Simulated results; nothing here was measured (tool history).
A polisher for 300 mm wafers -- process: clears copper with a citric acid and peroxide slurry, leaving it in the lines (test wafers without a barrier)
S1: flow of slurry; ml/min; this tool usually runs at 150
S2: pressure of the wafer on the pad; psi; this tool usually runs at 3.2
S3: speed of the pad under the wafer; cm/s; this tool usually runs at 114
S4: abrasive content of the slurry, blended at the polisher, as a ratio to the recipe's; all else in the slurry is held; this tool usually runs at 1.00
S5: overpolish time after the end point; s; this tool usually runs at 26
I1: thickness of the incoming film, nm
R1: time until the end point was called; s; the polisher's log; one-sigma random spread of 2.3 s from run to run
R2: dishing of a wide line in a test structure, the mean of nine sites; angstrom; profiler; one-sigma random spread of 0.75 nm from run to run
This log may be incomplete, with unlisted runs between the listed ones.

run	hour	S1	S2	S3	S4	S5	I1	R1	R2
1	0.0	150	3.2	114	1.00	20	369.5	147.6	346
2	98.5	150	3.2	114	1.00	26	368.2	146.7	431
3	154.3	150	3.2	114	1.00	26	372.5	150.7	431
# hour 190.6: slurry nozzle cleaned
# hour 192.8: head pressure recalibrated
4	195.8	150	3.2	114	1.00	26	369.7	151.3	437
# hour 214.4: slurry blender recalibrated
5	247.4	150	3.2	114	1.00	26	365.2	155.6	422
6	319.4	150	3.2	114	1.00	12	368.3	151.8	216
7	378.1	170	3.2	86	0.85	26	369.3	200.0	344
# hour 390.9: worn pad replaced by a new one
8	431.1	170	3.7	82	1.25	26	369.5	143.3	452
9	481.2	150	3.2	114	1.00	26	371.0	146.4	447
10	535.1	185	3.8	114	1.20	12	363.7	109.4	284
11	598.7	170	3.2	88	1.00	11	368.9	178.4	188
12	671.3	150	3.2	114	1.00	26	370.8	155.2	435
13	708.5	170	3.2	128	1.00	26	370.5	134.6	459
14	764.0	150	4.2	114	1.20	26	369.8	107.4	560
15	834.1	100	3.2	86	1.00	26	362.1	197.1	330
# hour 841.7: slurry blender recalibrated
# hour 908.1: head pressure recalibrated
16	925.6	150	3.2	114	1.00	26	370.8	157.9	420
17	981.1	150	3.2	114	1.00	26	373.9	160.5	411
# hour 1032.9: worn pad replaced by a new one
18	1055.8	150	3.2	114	1.00	26	370.3	144.7	448
# hour 1103.6: slurry nozzle cleaned
19	1141.7	115	2.4	136	1.00	26	372.7	183.6	367
20	1220.2	150	2.1	76	1.00	26	367.3	291.4	248
21	1289.5	115	2.5	114	1.00	15	367.8	199.5	207
22	1342.9	150	3.2	114	1.00	26	367.4	145.2	437
23	1393.3	150	2.3	114	1.00	26	374.5	209.2	316
# hour 1512.9: slurry blender recalibrated
24	1521.2	150	3.2	114	1.00	15	373.5	158.6	260
25	1557.6	110	3.2	114	1.10	13	367.6	163.5	222
# hour 1632.6: head pressure recalibrated
26	1635.6	195	3.2	114	0.85	17	366.7	164.2	281
# hour 1688.1: worn pad replaced by a new one
27	1708.3	105	3.2	148	1.00	26	367.4	131.5	494
28	1795.9	125	3.2	100	0.70	31	374.7	188.7	415

Forecast each of these 4 alternatives for the next run:
A	1796.4	150	3.2	98	1.00	26	369.2	?	?
B	1796.4	150	3.2	90	1.00	26	369.2	?	?
C	1796.4	185	3.5	114	0.90	15	369.2	?	?
D	1796.4	150	3.2	102	1.00	36	369.2	?	?

run	R1	R2
A	164.6	412
B	174.1	393
C	135.7	304
D	160.2	548
With no hidden state in the tool, these same runs would have given:
run	R1	R2
A	163.0	416
B	172.5	397
C	134.4	306
D	158.7	552

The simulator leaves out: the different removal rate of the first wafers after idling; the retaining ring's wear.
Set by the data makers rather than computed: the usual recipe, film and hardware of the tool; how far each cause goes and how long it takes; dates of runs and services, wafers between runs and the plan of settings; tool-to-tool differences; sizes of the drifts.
